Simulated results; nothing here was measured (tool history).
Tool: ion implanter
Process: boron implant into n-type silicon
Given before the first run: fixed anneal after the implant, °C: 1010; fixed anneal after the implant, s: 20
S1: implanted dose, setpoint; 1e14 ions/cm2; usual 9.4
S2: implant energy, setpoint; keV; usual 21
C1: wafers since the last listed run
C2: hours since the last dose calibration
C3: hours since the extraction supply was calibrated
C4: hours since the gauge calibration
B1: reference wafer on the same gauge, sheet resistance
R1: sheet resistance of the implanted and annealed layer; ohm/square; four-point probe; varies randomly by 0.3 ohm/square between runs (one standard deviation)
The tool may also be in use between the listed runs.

{"run": 1, "hour": 0.0, "S1": 9.4, "S2": 21, "C1": 0, "C2": 1728.2, "C3": 3517.7, "C4": 218.6, "B1": 146.85, "R1": 128.61}
{"run": 2, "hour": 23.6, "S1": 9.4, "S2": 21, "C1": 356, "C2": 1751.8, "C3": 3541.3, "C4": 242.2, "B1": 147.02, "R1": 129.06}
{"run": 3, "hour": 52.8, "S1": 9.4, "S2": 21, "C1": 441, "C2": 1781, "C3": 3570.5, "C4": 271.4, "B1": 147.03, "R1": 128.79}
{"run": 4, "hour": 85.2, "S1": 9.4, "S2": 21, "C1": 489, "C2": 1813.4, "C3": 3602.9, "C4": 303.8, "B1": 147, "R1": 128.07}
{"run": 5, "hour": 101.0, "S1": 9.4, "S2": 21, "C1": 238, "C2": 1829.2, "C3": 3618.7, "C4": 319.6, "B1": 147.04, "R1": 128.77}
{"hour": 108.4, "done": "gauge calibrated"}
{"run": 6, "hour": 128.8, "S1": 9.4, "S2": 21, "C1": 419, "C2": 1857, "C3": 3646.5, "C4": 20.4, "B1": 147.11, "R1": 128.35}
{"run": 7, "hour": 164.7, "S1": 9.4, "S2": 21, "C1": 542, "C2": 1892.9, "C3": 3682.4, "C4": 56.3, "B1": 146.98, "R1": 128.45}
{"run": 8, "hour": 178.5, "S1": 9.4, "S2": 21, "C1": 208, "C2": 1906.7, "C3": 3696.2, "C4": 70.1, "B1": 146.96, "R1": 129.26}
{"run": 9, "hour": 205.4, "S1": 9.4, "S2": 21, "C1": 406, "C2": 1933.6, "C3": 3723.1, "C4": 97, "B1": 146.97, "R1": 128.77}
{"run": 10, "hour": 233.4, "S1": 9.4, "S2": 21, "C1": 422, "C2": 1961.6, "C3": 3751.1, "C4": 125, "B1": 147.14, "R1": 128.69}
{"hour": 288.5, "done": "extraction supply calibrated"}
{"run": 11, "hour": 315.9, "S1": 9.4, "S2": 21, "C1": 1125, "C2": 2044.1, "C3": 27.4, "C4": 207.5, "B1": 146.94, "R1": 129.06}
{"run": 12, "hour": 341.7, "S1": 9.4, "S2": 21, "C1": 389, "C2": 2069.9, "C3": 53.2, "C4": 233.3, "B1": 147.08, "R1": 128.45}
{"hour": 371.7, "done": "Faraday cup replaced and dose calibrated"}
{"run": 13, "hour": 372.2, "S1": 10.63, "S2": 26.5, "C1": 339, "C2": 0.5, "C3": 83.7, "C4": 263.8, "B1": 147.05, "R1": 116.89}
{"run": 14, "hour": 395.0, "S1": 9.4, "S2": 28, "C1": 344, "C2": 23.3, "C3": 106.5, "C4": 286.6, "B1": 146.96, "R1": 128.94}
{"run": 15, "hour": 423.8, "S1": 9.4, "S2": 21, "C1": 435, "C2": 52.1, "C3": 135.3, "C4": 315.4, "B1": 147.07, "R1": 132.31}
{"run": 16, "hour": 436.8, "S1": 10.54, "S2": 18, "C1": 196, "C2": 65.1, "C3": 148.3, "C4": 328.4, "B1": 146.99, "R1": 121.83}
{"run": 17, "hour": 450.1, "S1": 9.4, "S2": 23.5, "C1": 200, "C2": 78.4, "C3": 161.6, "C4": 341.7, "B1": 147.06, "R1": 131.18}
{"hour": 466.0, "done": "gauge calibrated"}
{"run": 18, "hour": 467.7, "S1": 8.21, "S2": 24.5, "C1": 265, "C2": 96, "C3": 179.2, "C4": 1.7, "B1": 147.05, "R1": 146.31}
{"hour": 478.1, "done": "Faraday cup replaced and dose calibrated, repeated, since the last time left the tool worse"}
{"run": 19, "hour": 486.8, "S1": 9.4, "S2": 21, "C1": 167, "C2": 8.7, "C3": 198.3, "C4": 20.8, "B1": 147.25, "R1": 125.49}
{"run": 20, "hour": 520.8, "S1": 10.4, "S2": 18.5, "C1": 513, "C2": 42.7, "C3": 232.3, "C4": 54.8, "B1": 146.92, "R1": 117.49}
{"run": 21, "hour": 542.7, "S1": 9.4, "S2": 21, "C1": 330, "C2": 64.6, "C3": 254.2, "C4": 76.7, "B1": 146.89, "R1": 125.96}
{"run": 22, "hour": 568.8, "S1": 9.4, "S2": 21, "C1": 394, "C2": 90.7, "C3": 280.3, "C4": 102.8, "B1": 147.15, "R1": 126.03}
{"run": 23, "hour": 580.8, "S1": 9.4, "S2": 21, "C1": 181, "C2": 102.7, "C3": 292.3, "C4": 114.8, "B1": 147.03, "R1": 126.22}
{"run": 24, "hour": 602.2, "S1": 8.24, "S2": 21, "C1": 323, "C2": 124.1, "C3": 313.7, "C4": 136.2, "B1": 147.06, "R1": 141.35}
{"run": 25, "hour": 617.8, "S1": 7.47, "S2": 28, "C1": 235, "C2": 139.7, "C3": 329.3, "C4": 151.8, "B1": 147.05, "R1": 149.48}
{"run": 26, "hour": 643.9, "S1": 7.71, "S2": 16, "C1": 394, "C2": 165.8, "C3": 355.4, "C4": 177.9, "B1": 146.94, "R1": 153.94}
{"run": 27, "hour": 664.4, "S1": 8.29, "S2": 17.5, "C1": 309, "C2": 186.3, "C3": 375.9, "C4": 198.4, "B1": 146.9, "R1": 142.99}

For each run, what was the tool's unlogged condition?
deviation of the true energy from its setpoint, %: 0 across all the runs
gauge reads high (%): 0 across all the runs
H1: deviation of the true dose from the Faraday cup's reading, %
run=1 H1=-3.22
run=2 H1=-3.24
run=3 H1=-3.25
run=4 H1=-3.27
run=5 H1=-3.27
run=6 H1=-3.29
run=7 H1=-3.3
run=8 H1=-3.31
run=9 H1=-3.32
run=10 H1=-3.33
run=11 H1=-3.36
run=12 H1=-3.37
run=13 H1=-6.06
run=14 H1=-6.16
run=15 H1=-6.28
run=16 H1=-6.34
run=17 H1=-6.39
run=18 H1=-6.46
run=19 H1=-0.37
run=20 H1=-0.518
run=21 H1=-0.61
run=22 H1=-0.716
run=23 H1=-0.764
run=24 H1=-0.847
run=25 H1=-0.906
run=26 H1=-1
run=27 H1=-1.08
